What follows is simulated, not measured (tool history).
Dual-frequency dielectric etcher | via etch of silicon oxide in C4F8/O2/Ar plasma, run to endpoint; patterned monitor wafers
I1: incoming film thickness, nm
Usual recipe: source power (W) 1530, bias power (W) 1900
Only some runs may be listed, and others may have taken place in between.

Run 1, hour 0.0: usual settings but bias power (W) 1644; I1 1577.5. Result: endpoint time (s) 332.7.
Run 2, hour 24.2: usual settings but source power (W) 1250, bias power (W) 1585; I1 1577.8. Result: endpoint time (s) 361.7.
At hour 118.1: wet clean of the chamber.
Run 3, hour 118.6: usual settings but source power (W) 1250, bias power (W) 1585; I1 1580.1. Result: endpoint time (s) 367.9.
Run 4, hour 147.5: usual settings but bias power (W) 2251; I1 1576.9. Result: endpoint time (s) 311.9.
Run 5, hour 198.5: usual settings but bias power (W) 2251; I1 1582.1. Result: endpoint time (s) 312.5.
Run 6, hour 249.2: usual settings; I1 1589.8. Result: endpoint time (s) 327.9.
Run 7, hour 308.9: usual settings; I1 1596.1. Result: endpoint time (s) 326.7.
Run 8, hour 340.1: usual settings but bias power (W) 2165; I1 1574.8. Result: endpoint time (s) 310.5.
Run 9, hour 402.5: usual settings but bias power (W) 2165; I1 1575.3. Result: endpoint time (s) 305.4.
At hour 411.4: bias power generator calibrated.
At hour 460.0: wet clean of the chamber.
Run 10, hour 460.5: usual settings but bias power (W) 2165; I1 1576.5. Result: endpoint time (s) 312.8.
At hour 498.8: upper electrode replaced, of another model than before.
At hour 501.0: source power generator calibrated.
Run 11, hour 501.5: usual settings but source power (W) 1400; I1 1581.7. Result: endpoint time (s) 339.1.
Run 12, hour 535.3: usual settings but source power (W) 1400; I1 1578.2. Result: endpoint time (s) 342.3.
Run 13, hour 588.0: usual settings but source power (W) 1760, bias power (W) 2078; I1 1566.0. Result: endpoint time (s) 285.8.
Run 14, hour 623.6: usual settings but source power (W) 1240, bias power (W) 1726; I1 1594.4. Result: endpoint time (s) 379.1.
Run 15, hour 687.7: usual settings but source power (W) 1280; I1 1574.9. Result: endpoint time (s) 349.9.
Run 16, hour 721.0: usual settings but source power (W) 1740, bias power (W) 2046; I1 1594.9. Result: endpoint time (s) 293.5.
Run 17, hour 786.3: usual settings but source power (W) 1780, bias power (W) 1451; I1 1587.9. Result: endpoint time (s) 332.7.
At hour 863.6: wet clean of the chamber.
Run 18, hour 864.1: usual settings but source power (W) 1680, bias power (W) 1445; I1 1593.7. Result: endpoint time (s) 355.1.
Run 19, hour 920.4: usual settings but bias power (W) 2329; I1 1567.3. Result: endpoint time (s) 297.2.
Run 20, hour 983.4: usual settings but source power (W) 1900; I1 1581.5. Result: endpoint time (s) 291.9.
Run 21, hour 1018.5: usual settings but bias power (W) 1644; I1 1577.1. Result: endpoint time (s) 344.9.
Run 22, hour 1045.1: usual settings but source power (W) 1310, bias power (W) 2091; I1 1576.3. Result: endpoint time (s) 336.7.
Run 23, hour 1071.5: usual settings but source power (W) 1250, bias power (W) 1513; I1 1579.6. Result: endpoint time (s) 398.9.
Run 24, hour 1119.9: usual settings but source power (W) 1310, bias power (W) 2091; I1 1589.5. Result: endpoint time (s) 337.0.

Predict each of these 4 candidate next runs independently; none follows another, all start after run 24:
Run A, hour 1120.4: usual settings but bias power (W) 1731; I1 1582.6. Result: endpoint time (s) ?.
Run B, hour 1120.4: usual settings but source power (W) 1840, bias power (W) 1649; I1 1582.6. Result: endpoint time (s) ?.
Run C, hour 1120.4: usual settings but source power (W) 1150, bias power (W) 2374; I1 1582.6. Result: endpoint time (s) ?.
Run D, hour 1120.4: usual settings but bias power (W) 2071; I1 1582.6. Result: endpoint time (s) ?.

run  endpoint time (s)
  A              335.6
  B              311.1
  C              343.8
  D              310.9
With no hidden state in the tool, these same runs would have given:
run  endpoint time (s)
  A              340.7
  B              315.8
  C              349.0
  D              315.6

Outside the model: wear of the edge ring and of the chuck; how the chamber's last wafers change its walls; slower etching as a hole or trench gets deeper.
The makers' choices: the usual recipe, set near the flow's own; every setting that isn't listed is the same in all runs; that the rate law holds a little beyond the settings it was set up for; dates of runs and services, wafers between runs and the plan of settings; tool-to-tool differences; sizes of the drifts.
